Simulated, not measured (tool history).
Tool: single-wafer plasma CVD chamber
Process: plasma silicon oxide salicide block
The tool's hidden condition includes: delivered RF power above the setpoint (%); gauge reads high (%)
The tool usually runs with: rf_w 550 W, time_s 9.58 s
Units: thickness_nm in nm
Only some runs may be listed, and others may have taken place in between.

run,hour,rf_w,time_s,wafers since the last listed run,hours since the last RF generator calibration,hours since the showerhead was replaced,hours since the gauge calibration,"read-back reference wafer on the same gauge, thickness_nm",thickness_nm
1,0,550,9.58,0,476.6,3513.2,80.9,76.932,89.356
2,13.8,550,9.58,305,490.4,3527,94.7,76.916,89.254
3,27.8,500,9.58,309,504.4,3541,108.7,76.844,87.352
4,41.6,500,9.58,305,518.2,3554.8,122.5,76.914,87.417
5,57.1,500,9.58,342,533.7,3570.3,138,76.894,87.025
6,65.7,620,8.28,190,542.3,3578.9,146.6,76.919,79.836
7,75.2,620,8.28,210,551.8,3588.4,156.1,76.897,79.967
8,88.2,590,9.58,287,564.8,3601.4,169.1,76.917,90.906
9,99.7,590,9.58,254,576.3,3612.9,180.6,76.896,91.117
10,116.2,590,9.58,364,592.8,3629.4,197.1,76.904,90.943
11,126.7,550,9.58,232,603.3,3639.9,207.6,76.892,89.638
12,143,550,9.58,360,619.6,3656.2,223.9,76.907,89.191
13,154.2,625,9.58,247,630.8,3667.4,235.1,76.866,92.268
# hour 198.5: showerhead replaced
14,199,550,11.22,813,675.6,0.5,279.9,76.881,104.512
15,205.4,650,8.02,141,682,6.9,286.3,76.892,78.039
16,220.7,550,9.58,338,697.3,22.2,301.6,76.908,89.117
17,231.8,485,8.75,245,708.4,33.3,312.7,76.92,78.894
# hour 277.8: RF generator calibrated
18,279.8,620,8.28,884,2,81.3,360.7,76.922,80.548
# hour 280.5: gauge calibrated
19,287,500,9.58,159,9.2,88.5,6.5,76.934,88.277
20,295,650,7.84,176,17.2,96.5,14.5,76.912,77.176
21,308.2,515,9.58,291,30.4,109.7,27.7,76.88,88.989
22,318.3,550,10.58,223,40.5,119.8,37.8,76.864,99.604
23,335.4,445,7.75,378,57.6,136.9,54.9,76.93,69.381
24,350.6,620,9.58,336,72.8,152.1,70.1,76.889,93.319
25,356.6,585,10.34,132,78.8,158.1,76.1,76.875,99.409
26,372.7,585,11.02,356,94.9,174.2,92.2,76.892,105.892

Here are 5 independent what-if runs from the current tool condition. What would each one return?
A,373.1,550,9.58,8,95.3,174.6,92.6,?,?
B,373.1,630,8.2,8,95.3,174.6,92.6,?,?
C,373.1,655,7.71,8,95.3,174.6,92.6,?,?
D,373.1,480,10.79,8,95.3,174.6,92.6,?,?
E,373.1,505,9.58,8,95.3,174.6,92.6,?,?

run,"read-back reference wafer on the same gauge, thickness_nm",thickness_nm
A,76.938,90.372
B,76.938,80.088
C,76.938,76.065
D,76.938,98.374
E,76.938,88.452
What these runs would have given with no unlogged condition in the tool:
run,thickness_nm
A,90.763
B,80.435
C,76.395
D,98.801
E,88.836

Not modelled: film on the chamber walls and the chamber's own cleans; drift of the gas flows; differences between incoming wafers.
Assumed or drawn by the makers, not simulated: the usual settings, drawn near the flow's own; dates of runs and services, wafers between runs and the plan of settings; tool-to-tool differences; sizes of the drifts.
